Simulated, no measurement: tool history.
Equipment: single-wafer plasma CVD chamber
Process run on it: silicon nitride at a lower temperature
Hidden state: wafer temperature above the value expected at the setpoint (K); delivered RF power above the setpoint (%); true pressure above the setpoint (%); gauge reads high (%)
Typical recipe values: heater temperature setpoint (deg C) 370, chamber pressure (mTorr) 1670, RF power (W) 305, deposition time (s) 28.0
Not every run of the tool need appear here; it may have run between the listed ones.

run    hour  heater temperature setpoint (deg C)  chamber pressure (mTorr)  RF power (W)  deposition time (s)  wafers since the last listed run  hours since the last thermocouple change  hours since the last RF generator calibration  hours since the last manometer calibration  hours since the showerhead was replaced  hours since the gauge calibration  read-back reference wafer on the same gauge, thickness_nm  mean film thickness on the monitor wafer (nm)
  1     0.0                                  370                      1670           305                 28.0                                 0                                     262.6                                         1751.1                                      1394.2                                   6527.8                              314.6                                                     33.493                                         38.409
  2   306.3                                  370                      1670           305                 28.0                              3374                                     568.9                                         2057.4                                      1700.5                                   6834.1                              620.9                                                     33.496                                         38.772
  3   357.7                                  370                      1670           305                 28.0                               566                                     620.3                                         2108.8                                      1751.9                                   6885.5                              672.3                                                     33.508                                         38.882
  4   454.1                                  370                      1670           335                 28.0                              1062                                     716.7                                         2205.2                                      1848.3                                   6981.9                              768.7                                                     33.511                                         39.816
  5   511.7                                  370                      1670           335                 28.0                               634                                     774.3                                         2262.8                                      1905.9                                   7039.5                              826.3                                                     33.494                                         40.222
  6   549.6                                  370                      1670           335                 28.0                               417                                     812.2                                         2300.7                                      1943.8                                   7077.4                              864.2                                                     33.525                                         40.425
  7   629.7                                  370                      1670           305                 28.0                               882                                     892.3                                         2380.8                                      2023.9                                   7157.5                              944.3                                                     33.525                                         39.180
  8   724.2                                  375                      1820           365                 24.5                              1041                                     986.8                                         2475.3                                      2118.4                                   7252.0                             1038.8                                                     33.492                                         37.576
      733.4  -- RF generator calibrated
      735.0  -- thermocouple changed; heater temperature recalibrated
  9   796.8                                  370                      1670           305                 25.1                               695                                      61.8                                           63.4                                      2191.0                                   7324.6                             1111.4                                                     33.472                                         35.312
 10   853.0                                  378                      1280           305                 28.0                               619                                     118.0                                          119.6                                      2247.2                                   7380.8                             1167.6                                                     33.498                                         33.964
 11   895.0                                  378                      1280           305                 28.0                               462                                     160.0                                          161.6                                      2289.2                                   7422.8                             1209.6                                                     33.497                                         33.887
      923.2  -- gauge calibrated
 12   942.6                                  361                      1670           330                 28.0                               524                                     207.6                                          209.2                                      2336.8                                   7470.4                               19.4                                                     33.481                                         40.543
      979.1  -- capacitance manometer re-zeroed and calibrated
      997.8  -- showerhead replaced
 13  1220.0                                  365                      1470           305                 25.0                              2880                                     485.0                                          486.6                                       240.9                                    222.2                              296.8                                                     33.491                                         32.003

Run 14 is up next; what results do you expect?
 14  1279.7                                  370                      1290           305                 28.0                               657                                     544.7                                          546.3                                       300.6                                    281.9                              356.5                                                          ?                                              ?

{"run 14": {"read-back reference wafer on the same gauge, thickness_nm": 33.499, "mean film thickness on the monitor wafer (nm)": 33.28}}
On a tool with no hidden condition, and with the same random variation, this run would have come out at mean film thickness on the monitor wafer (nm) 33.017.
